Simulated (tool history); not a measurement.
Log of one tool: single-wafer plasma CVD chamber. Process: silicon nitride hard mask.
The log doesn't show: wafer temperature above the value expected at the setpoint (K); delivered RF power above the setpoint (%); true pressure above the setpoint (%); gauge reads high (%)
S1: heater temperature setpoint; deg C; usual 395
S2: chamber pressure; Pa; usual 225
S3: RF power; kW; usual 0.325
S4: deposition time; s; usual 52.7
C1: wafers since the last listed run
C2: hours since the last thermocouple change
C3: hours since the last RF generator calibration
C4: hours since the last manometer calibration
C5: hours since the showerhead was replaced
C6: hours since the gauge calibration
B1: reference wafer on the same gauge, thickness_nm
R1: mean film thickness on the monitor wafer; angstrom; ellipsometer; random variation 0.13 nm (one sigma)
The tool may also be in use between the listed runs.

run 1 hour=0 | S1=385 S2=225 S3=0.325 S4=52.7 | C1=0 C2=1420.4 C3=835 C4=2917.4 C5=5439 C6=910.1 | B1=69.838 | R1=604.3
run 2 hour=93.9 | S1=395 S2=225 S3=0.325 S4=52.7 | C1=1458 C2=1514.3 C3=928.9 C4=3011.3 C5=5532.9 C6=1004 | B1=69.75 | R1=598.67
-- hour=135.4 capacitance manometer re-zeroed and calibrated
-- hour=153.6 RF generator calibrated
run 3 hour=168.7 | S1=395 S2=225 S3=0.325 S4=52.7 | C1=913 C2=1589.1 C3=15.1 C4=33.3 C5=5607.7 C6=1078.8 | B1=69.811 | R1=612.31
run 4 hour=195.2 | S1=395 S2=225 S3=0.325 S4=52.7 | C1=411 C2=1615.6 C3=41.6 C4=59.8 C5=5634.2 C6=1105.3 | B1=69.812 | R1=615.4
run 5 hour=218.9 | S1=398 S2=225 S3=0.345 S4=52.7 | C1=368 C2=1639.3 C3=65.3 C4=83.5 C5=5657.9 C6=1129 | B1=69.791 | R1=635.08
run 6 hour=249.3 | S1=398 S2=225 S3=0.345 S4=52.7 | C1=472 C2=1669.7 C3=95.7 C4=113.9 C5=5688.3 C6=1159.4 | B1=69.831 | R1=636.65
-- hour=260 thermocouple changed; heater temperature recalibrated
run 7 hour=268.4 | S1=395 S2=225 S3=0.325 S4=52.7 | C1=172 C2=8.4 C3=114.8 C4=133 C5=5707.4 C6=1178.5 | B1=69.785 | R1=614.48
run 8 hour=295.4 | S1=395 S2=225 S3=0.325 S4=52.7 | C1=419 C2=35.4 C3=141.8 C4=160 C5=5734.4 C6=1205.5 | B1=69.784 | R1=613.48
run 9 hour=313.7 | S1=395 S2=225 S3=0.325 S4=47.2 | C1=284 C2=53.7 C3=160.1 C4=178.3 C5=5752.7 C6=1223.8 | B1=69.729 | R1=550.25
run 10 hour=331.9 | S1=399 S2=196 S3=0.27 S4=52.7 | C1=282 C2=71.9 C3=178.3 C4=196.5 C5=5770.9 C6=1242 | B1=69.787 | R1=524.61
run 11 hour=355.8 | S1=395 S2=225 S3=0.325 S4=52.7 | C1=371 C2=95.8 C3=202.2 C4=220.4 C5=5794.8 C6=1265.9 | B1=69.851 | R1=613.1
run 12 hour=391.2 | S1=395 S2=225 S3=0.325 S4=52.7 | C1=549 C2=131.2 C3=237.6 C4=255.8 C5=5830.2 C6=1301.3 | B1=69.806 | R1=615.05
run 13 hour=416.2 | S1=395 S2=192 S3=0.37 S4=44.5 | C1=388 C2=156.2 C3=262.6 C4=280.8 C5=5855.2 C6=1326.3 | B1=69.84 | R1=537.02
-- hour=439.9 gauge calibrated
run 14 hour=441.7 | S1=384 S2=225 S3=0.325 S4=60.1 | C1=395 C2=181.7 C3=288.1 C4=306.3 C5=5880.7 C6=1.8 | B1=69.815 | R1=701.49
run 15 hour=476.7 | S1=395 S2=225 S3=0.325 S4=52.7 | C1=543 C2=216.7 C3=323.1 C4=341.3 C5=5915.7 C6=36.8 | B1=69.828 | R1=611.35
run 16 hour=493.8 | S1=383 S2=225 S3=0.26 S4=52.7 | C1=265 C2=233.8 C3=340.2 C4=358.4 C5=5932.8 C6=53.9 | B1=69.829 | R1=535.96
run 17 hour=528.5 | S1=395 S2=192 S3=0.325 S4=46.9 | C1=538 C2=268.5 C3=374.9 C4=393.1 C5=5967.5 C6=88.6 | B1=69.845 | R1=520.85
-- hour=539.6 showerhead replaced, of another model than before
run 18 hour=548.5 | S1=405 S2=184 S3=0.325 S4=52.7 | C1=186 C2=288.5 C3=394.9 C4=413.1 C5=8.9 C6=108.6 | B1=69.831 | R1=586.88
run 19 hour=562.1 | S1=395 S2=225 S3=0.325 S4=52.7 | C1=211 C2=302.1 C3=408.5 C4=426.7 C5=22.5 C6=122.2 | B1=69.814 | R1=611.95
run 20 hour=586.6 | S1=395 S2=225 S3=0.365 S4=52.7 | C1=380 C2=326.6 C3=433 C4=451.2 C5=47 C6=146.7 | B1=69.854 | R1=644.94
run 21 hour=608.7 | S1=402 S2=191 S3=0.28 S4=59.5 | C1=343 C2=348.7 C3=455.1 C4=473.3 C5=69.1 C6=168.8 | B1=69.78 | R1=622.2
run 22 hour=640.3 | S1=395 S2=225 S3=0.325 S4=52.7 | C1=490 C2=380.3 C3=486.7 C4=504.9 C5=100.7 C6=200.4 | B1=69.796 | R1=610.53
run 23 hour=659.9 | S1=395 S2=225 S3=0.28 S4=45 | C1=304 C2=399.9 C3=506.3 C4=524.5 C5=120.3 C6=220 | B1=69.78 | R1=491.08
run 24 hour=686 | S1=395 S2=225 S3=0.325 S4=61.3 | C1=405 C2=426 C3=532.4 C4=550.6 C5=146.4 C6=246.1 | B1=69.819 | R1=709.84
run 25 hour=720.7 | S1=395 S2=225 S3=0.325 S4=46.8 | C1=538 C2=460.7 C3=567.1 C4=585.3 C5=181.1 C6=280.8 | B1=69.881 | R1=541.8
run 26 hour=746 | S1=395 S2=225 S3=0.3 S4=52.7 | C1=392 C2=486 C3=592.4 C4=610.6 C5=206.4 C6=306.1 | B1=69.798 | R1=590.29
run 27 hour=760.7 | S1=395 S2=225 S3=0.29 S4=52.7 | C1=228 C2=500.7 C3=607.1 C4=625.3 C5=221.1 C6=320.8 | B1=69.784 | R1=578.92
run 28 hour=795.6 | S1=395 S2=225 S3=0.325 S4=52.7 | C1=541 C2=535.6 C3=642 C4=660.2 C5=256 C6=355.7 | B1=69.814 | R1=614.4
run 29 hour=825.1 | S1=395 S2=225 S3=0.28 S4=45 | C1=458 C2=565.1 C3=671.5 C4=689.7 C5=285.5 C6=385.2 | B1=69.821 | R1=490.24
run 30 hour=839 | S1=395 S2=225 S3=0.325 S4=52.7 | C1=215 C2=579 C3=685.4 C4=703.6 C5=299.4 C6=399.1 | B1=69.824 | R1=611.01

Hidden state or all else? Some run-to-run changes of R1, split into what the settings, what came in and random variation would give without the hidden state, and what is left for the hidden state (with any gauge scatter that isn't in both results):
Run 1 -> 2: S1 385 -> 395. R1 -5.63 angstrom: hidden state -0.34, all else -5.29.
Run 2 -> 3: capacitance manometer re-zeroed and calibrated, RF generator calibrated. R1 +13.64 angstrom: hidden state +14.53, all else -0.89.
Run 13 -> 14: S1 395 -> 384, S2 192 -> 225, S3 0.37 -> 0.325, S4 44.5 -> 60.1, gauge calibrated. R1 +164.47 angstrom: hidden state +0.14, all else +164.33.
Run 14 -> 15: S1 384 -> 395, S4 60.1 -> 52.7. R1 -90.14 angstrom: hidden state -0.33, all else -89.81.
Run 23 -> 24: S3 0.28 -> 0.325, S4 45 -> 61.3. R1 +218.76 angstrom: hidden state -0.04, all else +218.8.
Run 24 -> 25: S4 61.3 -> 46.8. R1 -168.04 angstrom: hidden state -0.12, all else -167.92.
